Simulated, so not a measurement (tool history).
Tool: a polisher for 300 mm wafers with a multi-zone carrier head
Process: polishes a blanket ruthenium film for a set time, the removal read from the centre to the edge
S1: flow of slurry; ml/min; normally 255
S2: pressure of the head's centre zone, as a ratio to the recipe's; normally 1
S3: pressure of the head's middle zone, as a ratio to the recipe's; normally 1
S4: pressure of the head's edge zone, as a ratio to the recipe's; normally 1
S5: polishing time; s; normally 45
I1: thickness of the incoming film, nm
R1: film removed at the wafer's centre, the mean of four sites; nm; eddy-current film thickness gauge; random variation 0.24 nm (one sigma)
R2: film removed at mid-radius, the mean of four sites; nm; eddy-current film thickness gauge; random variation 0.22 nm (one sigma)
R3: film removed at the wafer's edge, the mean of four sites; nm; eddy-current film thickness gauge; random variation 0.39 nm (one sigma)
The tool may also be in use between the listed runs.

| run | hour | S1 | S2 | S3 | S4 | S5 | I1 | R1 | R2 | R3 |
|---|---|---|---|---|---|---|---|---|---|---|
| 1 | 0 | 255 | 1 | 1 | 1 | 45 | 580.7 | 30.2 | 27.1 | 26.1 |
| 2 | 16.8 | 255 | 1 | 1 | 1 | 45 | 577.8 | 31.1 | 27.3 | 26.4 |
| 3 | 30.4 | 290 | 1 | 1 | 1 | 45 | 588.1 | 30.5 | 26.7 | 26.4 |
|  | 31.7 | slurry nozzle cleaned |
|  | 42.5 | centre zone pressure recalibrated |
| 4 | 43 | 255 | 1 | 1 | 1 | 45 | 589.6 | 27.4 | 27.2 | 25.9 |
| 5 | 79.5 | 255 | 1 | 1.03 | 1 | 45 | 588.2 | 27.9 | 27.5 | 26.2 |
|  | 90.3 | worn pad replaced by a new one |
| 6 | 95.3 | 255 | 1 | 1.03 | 1 | 45 | 575 | 28.1 | 27.3 | 26.6 |
| 7 | 103.7 | 255 | 1 | 1.03 | 1 | 45 | 581.8 | 28.5 | 27.7 | 26.8 |
| 8 | 117.1 | 255 | 1 | 1 | 1 | 45 | 578.1 | 27.9 | 26.5 | 26.1 |
| 9 | 128.7 | 255 | 1.11 | 1 | 1 | 45 | 581.5 | 31.1 | 26.9 | 26.8 |
| 10 | 145.1 | 255 | 1 | 1 | 1 | 45 | 576.3 | 28.8 | 27.1 | 26.6 |
|  | 158.2 | carrier head's membrane replaced by a new one |
| 11 | 158.7 | 280 | 0.97 | 1.11 | 1 | 54 | 573.1 | 33.8 | 35.8 | 30.9 |
|  | 170.1 | edge zone pressure recalibrated |
| 12 | 170.6 | 255 | 0.97 | 0.92 | 1 | 45 | 580.4 | 27.6 | 25 | 26.9 |

Run 13 is up next; what results do you expect?
| 13 | 179.6 | 175 | 0.91 | 1 | 1.11 | 39 | 576.5 | ? | ? | ? |

R1: 21.8 nm
R2: 22.6 nm
R3: 23.6 nm
With no hidden state in the tool, this same run would have given R1 20.7 nm, R2 22.6 nm, R3 23.6 nm.
